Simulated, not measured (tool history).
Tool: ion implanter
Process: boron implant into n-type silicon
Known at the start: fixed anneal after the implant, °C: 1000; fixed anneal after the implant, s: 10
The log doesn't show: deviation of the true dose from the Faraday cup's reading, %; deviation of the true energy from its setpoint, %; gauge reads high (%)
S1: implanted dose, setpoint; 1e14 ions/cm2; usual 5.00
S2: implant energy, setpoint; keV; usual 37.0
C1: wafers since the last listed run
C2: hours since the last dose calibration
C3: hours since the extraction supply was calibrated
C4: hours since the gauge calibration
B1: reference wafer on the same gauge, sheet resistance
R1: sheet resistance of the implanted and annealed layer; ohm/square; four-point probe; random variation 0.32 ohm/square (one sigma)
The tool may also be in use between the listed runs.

{"run": 1, "hour": 0.0, "S1": 5.0, "S2": 37.0, "C1": 0, "C2": 749.9, "C3": 4485.2, "C4": 852.2, "B1": 194.15, "R1": 212.95}
{"run": 2, "hour": 103.0, "S1": 5.0, "S2": 37.0, "C1": 1258, "C2": 852.9, "C3": 4588.2, "C4": 955.2, "B1": 194.0, "R1": 213.08}
{"run": 3, "hour": 120.5, "S1": 5.0, "S2": 37.0, "C1": 213, "C2": 870.4, "C3": 4605.7, "C4": 972.7, "B1": 194.07, "R1": 213.09}
{"run": 4, "hour": 155.0, "S1": 5.0, "S2": 37.0, "C1": 421, "C2": 904.9, "C3": 4640.2, "C4": 1007.2, "B1": 194.08, "R1": 212.8}
{"run": 5, "hour": 174.5, "S1": 5.0, "S2": 37.0, "C1": 238, "C2": 924.4, "C3": 4659.7, "C4": 1026.7, "B1": 193.99, "R1": 212.46}
{"run": 6, "hour": 206.7, "S1": 5.0, "S2": 37.0, "C1": 393, "C2": 956.6, "C3": 4691.9, "C4": 1058.9, "B1": 194.03, "R1": 212.77}
{"run": 7, "hour": 222.0, "S1": 5.0, "S2": 37.0, "C1": 187, "C2": 971.9, "C3": 4707.2, "C4": 1074.2, "B1": 193.97, "R1": 212.5}
{"run": 8, "hour": 242.0, "S1": 5.0, "S2": 31.5, "C1": 244, "C2": 991.9, "C3": 4727.2, "C4": 1094.2, "B1": 194.02, "R1": 215.74}
{"run": 9, "hour": 267.1, "S1": 5.0, "S2": 37.0, "C1": 306, "C2": 1017.0, "C3": 4752.3, "C4": 1119.3, "B1": 194.0, "R1": 212.94}
{"run": 10, "hour": 279.1, "S1": 5.0, "S2": 37.0, "C1": 146, "C2": 1029.0, "C3": 4764.3, "C4": 1131.3, "B1": 193.99, "R1": 211.9}
{"run": 11, "hour": 303.3, "S1": 5.0, "S2": 29.5, "C1": 295, "C2": 1053.2, "C3": 4788.5, "C4": 1155.5, "B1": 193.97, "R1": 216.65}
{"hour": 320.2, "done": "Faraday cup replaced and dose calibrated"}
{"run": 12, "hour": 322.1, "S1": 5.0, "S2": 29.5, "C1": 132, "C2": 1.9, "C3": 4807.3, "C4": 1174.3, "B1": 194.0, "R1": 218.97}
{"run": 13, "hour": 352.9, "S1": 5.0, "S2": 37.0, "C1": 376, "C2": 32.7, "C3": 4838.1, "C4": 1205.1, "B1": 194.01, "R1": 214.51}
{"run": 14, "hour": 367.8, "S1": 4.0, "S2": 27.0, "C1": 182, "C2": 47.6, "C3": 4853.0, "C4": 1220.0, "B1": 194.07, "R1": 262.6}
{"run": 15, "hour": 400.1, "S1": 5.82, "S2": 25.5, "C1": 394, "C2": 79.9, "C3": 4885.3, "C4": 1252.3, "B1": 194.08, "R1": 195.38}
{"hour": 415.4, "done": "gauge calibrated"}
{"run": 16, "hour": 426.9, "S1": 6.01, "S2": 49.0, "C1": 327, "C2": 106.7, "C3": 4912.1, "C4": 11.5, "B1": 194.1, "R1": 181.51}
{"run": 17, "hour": 457.6, "S1": 6.43, "S2": 48.0, "C1": 375, "C2": 137.4, "C3": 4942.8, "C4": 42.2, "B1": 194.07, "R1": 171.54}
{"run": 18, "hour": 474.7, "S1": 5.0, "S2": 37.0, "C1": 209, "C2": 154.5, "C3": 4959.9, "C4": 59.3, "B1": 194.09, "R1": 213.56}
{"run": 19, "hour": 487.1, "S1": 5.68, "S2": 32.5, "C1": 151, "C2": 166.9, "C3": 4972.3, "C4": 71.7, "B1": 193.96, "R1": 195.05}
{"hour": 519.9, "done": "extraction supply calibrated"}
{"run": 20, "hour": 520.4, "S1": 5.0, "S2": 37.0, "C1": 309, "C2": 200.2, "C3": 0.5, "C4": 105.0, "B1": 194.05, "R1": 214.27}
{"run": 21, "hour": 530.7, "S1": 6.36, "S2": 47.5, "C1": 125, "C2": 210.5, "C3": 10.8, "C4": 115.3, "B1": 194.09, "R1": 173.46}
{"run": 22, "hour": 550.8, "S1": 5.0, "S2": 37.0, "C1": 245, "C2": 230.6, "C3": 30.9, "C4": 135.4, "B1": 194.03, "R1": 214.12}
{"run": 23, "hour": 581.4, "S1": 5.58, "S2": 44.0, "C1": 374, "C2": 261.2, "C3": 61.5, "C4": 166.0, "B1": 194.06, "R1": 193.39}
{"run": 24, "hour": 612.4, "S1": 5.0, "S2": 37.0, "C1": 378, "C2": 292.2, "C3": 92.5, "C4": 197.0, "B1": 194.06, "R1": 214.49}
{"run": 25, "hour": 708.2, "S1": 6.25, "S2": 42.0, "C1": 1170, "C2": 388.0, "C3": 188.3, "C4": 292.8, "B1": 194.15, "R1": 177.27}
{"run": 26, "hour": 736.1, "S1": 5.0, "S2": 37.0, "C1": 341, "C2": 415.9, "C3": 216.2, "C4": 320.7, "B1": 193.95, "R1": 213.98}
{"run": 27, "hour": 769.7, "S1": 5.88, "S2": 28.5, "C1": 410, "C2": 449.5, "C3": 249.8, "C4": 354.3, "B1": 194.04, "R1": 191.97}
{"run": 28, "hour": 801.9, "S1": 4.2, "S2": 24.5, "C1": 393, "C2": 481.7, "C3": 282.0, "C4": 386.5, "B1": 194.06, "R1": 254.41}
{"run": 29, "hour": 830.1, "S1": 6.44, "S2": 37.0, "C1": 344, "C2": 509.9, "C3": 310.2, "C4": 414.7, "B1": 194.04, "R1": 173.97}
{"run": 30, "hour": 855.8, "S1": 5.0, "S2": 37.0, "C1": 314, "C2": 535.6, "C3": 335.9, "C4": 440.4, "B1": 194.0, "R1": 213.35}
{"run": 31, "hour": 886.8, "S1": 5.83, "S2": 25.5, "C1": 378, "C2": 566.6, "C3": 366.9, "C4": 471.4, "B1": 194.06, "R1": 193.97}
{"run": 32, "hour": 910.0, "S1": 5.0, "S2": 37.0, "C1": 283, "C2": 589.8, "C3": 390.1, "C4": 494.6, "B1": 194.08, "R1": 213.81}
{"run": 33, "hour": 941.8, "S1": 5.58, "S2": 37.0, "C1": 388, "C2": 621.6, "C3": 421.9, "C4": 526.4, "B1": 193.95, "R1": 195.29}
{"run": 34, "hour": 1024.3, "S1": 5.0, "S2": 37.0, "C1": 1008, "C2": 704.1, "C3": 504.4, "C4": 608.9, "B1": 193.99, "R1": 213.01}
{"run": 35, "hour": 1038.2, "S1": 3.99, "S2": 43.0, "C1": 169, "C2": 718.0, "C3": 518.3, "C4": 622.8, "B1": 194.02, "R1": 251.09}
{"run": 36, "hour": 1066.2, "S1": 3.76, "S2": 33.5, "C1": 342, "C2": 746.0, "C3": 546.3, "C4": 650.8, "B1": 194.01, "R1": 269.4}

5 ways to go on from here, each from the tool as it stands after run 36. What would each give?
{"run": "A", "hour": 1066.6, "S1": 5.87, "S2": 37.0, "C1": 4, "C2": 746.4, "C3": 546.7, "C4": 651.2, "B1": "?", "R1": "?"}
{"run": "B", "hour": 1066.6, "S1": 4.39, "S2": 33.0, "C1": 4, "C2": 746.4, "C3": 546.7, "C4": 651.2, "B1": "?", "R1": "?"}
{"run": "C", "hour": 1066.6, "S1": 4.18, "S2": 32.5, "C1": 4, "C2": 746.4, "C3": 546.7, "C4": 651.2, "B1": "?", "R1": "?"}
{"run": "D", "hour": 1066.6, "S1": 5.84, "S2": 37.0, "C1": 4, "C2": 746.4, "C3": 546.7, "C4": 651.2, "B1": "?", "R1": "?"}
{"run": "E", "hour": 1066.6, "S1": 5.61, "S2": 26.5, "C1": 4, "C2": 746.4, "C3": 546.7, "C4": 651.2, "B1": "?", "R1": "?"}

run=A B1=194.14 R1=186.81
run=B B1=194.14 R1=238.31
run=C B1=194.14 R1=248.09
run=D B1=194.14 R1=187.59
run=E B1=194.14 R1=199.31
Without the tool's hidden state the same runs would have given:
run=A R1=188.22
run=B R1=240.07
run=C R1=249.92
run=D R1=189.00
run=E R1=200.84
